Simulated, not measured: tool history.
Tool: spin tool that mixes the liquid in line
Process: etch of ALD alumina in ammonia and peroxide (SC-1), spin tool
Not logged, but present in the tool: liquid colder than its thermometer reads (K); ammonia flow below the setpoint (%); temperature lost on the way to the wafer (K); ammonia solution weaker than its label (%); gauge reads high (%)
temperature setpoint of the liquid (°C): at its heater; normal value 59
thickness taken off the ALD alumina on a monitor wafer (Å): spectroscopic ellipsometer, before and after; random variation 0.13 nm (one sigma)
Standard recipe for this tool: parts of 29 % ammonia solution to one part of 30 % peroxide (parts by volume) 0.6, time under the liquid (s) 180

run     day  temperature setpoint of the liquid (°C)  parts of 29 % ammonia solution to one part of 30 % peroxide (parts by volume)  time under the liquid (s)  wafers since the last listed run  hours since the thermometer was replaced  hours since the ammonia flow meter was replaced  hours since the heated supply line was repaired  hours since the drum of ammonia solution was connected  hours since the gauge calibration  read-back film thickness of the ALD alumina reference wafer, read on the same gauge (nm)  thickness taken off the ALD alumina on a monitor wafer (Å)
  1       0                                       59                                                                            0.6                        180                                 0                                     269.8                                             98.3                                           1524.9                                                   214.5                              227.2                                                                                    130.02                                                       184.8
  2   2.854                                       59                                                                            0.6                        180                               448                                     338.3                                            166.8                                           1593.4                                                     283                              295.7                                                                                    129.97                                                       184.7
  3   5.571                                       66                                                                            0.6                        250                               426                                     403.5                                              232                                           1658.6                                                   348.2                              360.9                                                                                    129.98                                                       363.5
  4   7.904                                       66                                                                            0.6                        250                               366                                     459.5                                              288                                           1714.6                                                   404.2                              416.9                                                                                    130.02                                                       362.4
  5   9.925                                       59                                                                            0.6                        180                               317                                       508                                            336.5                                           1763.1                                                   452.7                              465.4                                                                                    129.98                                                       183.8
     11.496  -- new drum of ammonia solution connected
  6  13.483                                       59                                                                            0.6                        180                               552                                     593.4                                            421.9                                           1848.5                                                    47.7                              550.8                                                                                    130.02                                                       182.4
  7  15.562                                       59                                                                            0.6                        180                               326                                     643.3                                            471.8                                           1898.4                                                    97.6                              600.7                                                                                    129.98                                                       182.7
  8   18.95                                       59                                                                            0.6                        180                               531                                     724.6                                            553.1                                           1979.7                                                   178.9                                682                                                                                    130.01                                                       182.9
     21.525  -- heated supply line repaired
  9  22.812                                       59                                                                            0.6                        105                               599                                     817.3                                            645.8                                             30.9                                                   271.6                              774.7                                                                                    129.97                                                       106.1
 10  26.104                                       59                                                                            0.6                        105                               516                                     896.3                                            724.8                                            109.9                                                   350.6                              853.7                                                                                    130.01                                                         105
     27.221  -- gauge calibrated
 11  29.021                                       59                                                                            0.6                        105                               457                                     966.3                                            794.8                                            179.9                                                   420.6                               43.2                                                                                    129.98                                                       106.5
     30.717  -- thermometer replaced
 12  31.162                                       64                                                                           0.35                        125                               329                                      10.7                                            846.2                                            231.3                                                     472                               94.6                                                                                    129.99                                                       151.1
 13  32.858                                       59                                                                            0.6                        180                               266                                      51.4                                            886.9                                              272                                                   512.7                              135.3                                                                                    130.01                                                       175.6
 14  35.992                                       59                                                                            0.8                        270                               491                                     126.6                                            962.1                                            347.2                                                   587.9                              210.5                                                                                    130.02                                                       269.7
     37.921  -- new drum of ammonia solution connected
 15  37.975                                       59                                                                           0.35                        180                               304                                     174.2                                           1009.7                                            394.8                                                     1.3                              258.1                                                                                       130                                                       168.5
     39.896  -- ammonia flow meter replaced
 16  39.983                                       59                                                                            0.6                        180                               308                                     222.4                                              2.1                                              443                                                    49.5                              306.3                                                                                    129.98                                                       176.1
 17  41.975                                     53.5                                                                            0.9                        180                               312                                     270.2                                             49.9                                            490.8                                                    97.3                              354.1                                                                                    129.99                                                       137.1
     44.308  -- thermometer replaced, repeated, since the last time left the tool worse
 18  45.083                                     51.5                                                                            0.7                        260                               481                                      18.6                                            124.5                                            565.4                                                   171.9                              428.7                                                                                    130.03                                                       181.7
 19  46.792                                       69                                                                            0.3                         75                               268                                      59.6                                            165.5                                            606.4                                                   212.9                              469.7                                                                                    130.01                                                       122.1

Estimate the outcome of run 20 from the log above:
 20  48.583                                       59                                                                           0.75                        265                               281                                     102.6                                            208.5                                            649.4                                                   255.9                              512.7                                                                                         ?                                                           ?

{"run 20": {"read-back film thickness of the ALD alumina reference wafer, read on the same gauge (nm)": 130.01, "thickness taken off the ALD alumina on a monitor wafer (Å)": 283.2}}
If the tool had no hidden condition, the same run with the same run-to-run variation would have returned thickness taken off the ALD alumina on a monitor wafer (Å) 284.5.
